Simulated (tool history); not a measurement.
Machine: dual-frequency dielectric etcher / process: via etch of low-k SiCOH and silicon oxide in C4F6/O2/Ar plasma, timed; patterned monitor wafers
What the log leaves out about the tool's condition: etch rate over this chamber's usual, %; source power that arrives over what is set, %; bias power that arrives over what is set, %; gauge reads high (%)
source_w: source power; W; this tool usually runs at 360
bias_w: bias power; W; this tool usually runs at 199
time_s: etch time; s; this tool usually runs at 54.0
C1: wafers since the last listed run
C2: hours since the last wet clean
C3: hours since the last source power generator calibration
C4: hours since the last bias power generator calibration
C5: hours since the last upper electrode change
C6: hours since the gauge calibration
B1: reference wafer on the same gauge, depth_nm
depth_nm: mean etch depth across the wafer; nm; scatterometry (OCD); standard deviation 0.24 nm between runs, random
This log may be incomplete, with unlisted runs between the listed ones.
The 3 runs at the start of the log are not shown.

Run 4, day 1.192: usual settings; C1 88; C2 401.8; C3 1391.8; C4 4882.8; C5 5565.9; C6 480.2; B1 138.0. Result: depth_nm 160.9 nm.
Run 5, day 1.812: usual settings; C1 161; C2 416.7; C3 1406.7; C4 4897.7; C5 5580.8; C6 495.1; B1 138.0. Result: depth_nm 160.1 nm.
Run 6, day 3.946: usual settings; C1 556; C2 467.9; C3 1457.9; C4 4948.9; C5 5632.0; C6 546.3; B1 138.0. Result: depth_nm 159.9 nm.
Run 7, day 4.354: usual settings; C1 106; C2 477.7; C3 1467.7; C4 4958.7; C5 5641.8; C6 556.1; B1 138.1. Result: depth_nm 160.1 nm.
Run 8, day 5.008: usual settings but time_s 60.5 s; C1 170; C2 493.4; C3 1483.4; C4 4974.4; C5 5657.5; C6 571.8; B1 138.0. Result: depth_nm 179.3 nm.
At day 5.967: bias power generator calibrated.
At day 6.342: wet clean of the chamber.
Run 9, day 6.362: usual settings but time_s 60.5 s; C1 212; C2 0.5; C3 1515.9; C4 9.5; C5 5690.0; C6 604.3; B1 138.0. Result: depth_nm 182.0 nm.
Run 10, day 6.375: usual settings but time_s 60.5 s; C1 3; C2 0.8; C3 1516.2; C4 9.8; C5 5690.3; C6 604.6; B1 138.0. Result: depth_nm 182.4 nm.
At day 7.442: upper electrode replaced.
At day 7.546: gauge calibrated.
Run 11, day 7.908: usual settings; C1 139; C2 37.6; C3 1553.0; C4 46.6; C5 11.2; C6 8.7; B1 137.9. Result: depth_nm 162.3 nm.
Run 12, day 8.425: usual settings; C1 134; C2 50.0; C3 1565.4; C4 59.0; C5 23.6; C6 21.1; B1 138.0. Result: depth_nm 162.4 nm.
Run 13, day 9.042: usual settings; C1 160; C2 64.8; C3 1580.2; C4 73.8; C5 38.4; C6 35.9; B1 138.0. Result: depth_nm 162.4 nm.
Run 14, day 9.488: usual settings; C1 116; C2 75.5; C3 1590.9; C4 84.5; C5 49.1; C6 46.6; B1 138.0. Result: depth_nm 161.8 nm.
Run 15, day 10.067: usual settings but bias_w 233 W, time_s 60.5 s; C1 151; C2 89.4; C3 1604.8; C4 98.4; C5 63.0; C6 60.5; B1 137.9. Result: depth_nm 194.2 nm.
Run 16, day 10.425: usual settings but source_w 390 W, bias_w 178 W; C1 93; C2 98.0; C3 1613.4; C4 107.0; C5 71.6; C6 69.1; B1 138.0. Result: depth_nm 158.4 nm.
Run 17, day 10.862: usual settings but time_s 60.5 s; C1 114; C2 108.5; C3 1623.9; C4 117.5; C5 82.1; C6 79.6; B1 138.0. Result: depth_nm 181.3 nm.
At day 11.258: source power generator calibrated.
Run 18, day 11.929: usual settings; C1 234; C2 134.1; C3 16.1; C4 143.1; C5 107.7; C6 105.2; B1 138.0. Result: depth_nm 161.5 nm.
Run 19, day 12.538: usual settings but time_s 44.5 s; C1 158; C2 148.7; C3 30.7; C4 157.7; C5 122.3; C6 119.8; B1 138.0. Result: depth_nm 133.3 nm.

What does the tool deliver on the next run?
Run 20, day 13.108: usual settings but source_w 270 W, bias_w 168 W, time_s 60.0 s; C1 148; C2 162.4; C3 44.4; C4 171.4; C5 136.0; C6 133.5; B1 ?. Result: depth_nm ?.

{"run 20": {"B1": 138.0, "depth_nm": 153.1}}
If the tool had no hidden condition, the same run with the same run-to-run variation would have returned depth_nm 154.5 nm.

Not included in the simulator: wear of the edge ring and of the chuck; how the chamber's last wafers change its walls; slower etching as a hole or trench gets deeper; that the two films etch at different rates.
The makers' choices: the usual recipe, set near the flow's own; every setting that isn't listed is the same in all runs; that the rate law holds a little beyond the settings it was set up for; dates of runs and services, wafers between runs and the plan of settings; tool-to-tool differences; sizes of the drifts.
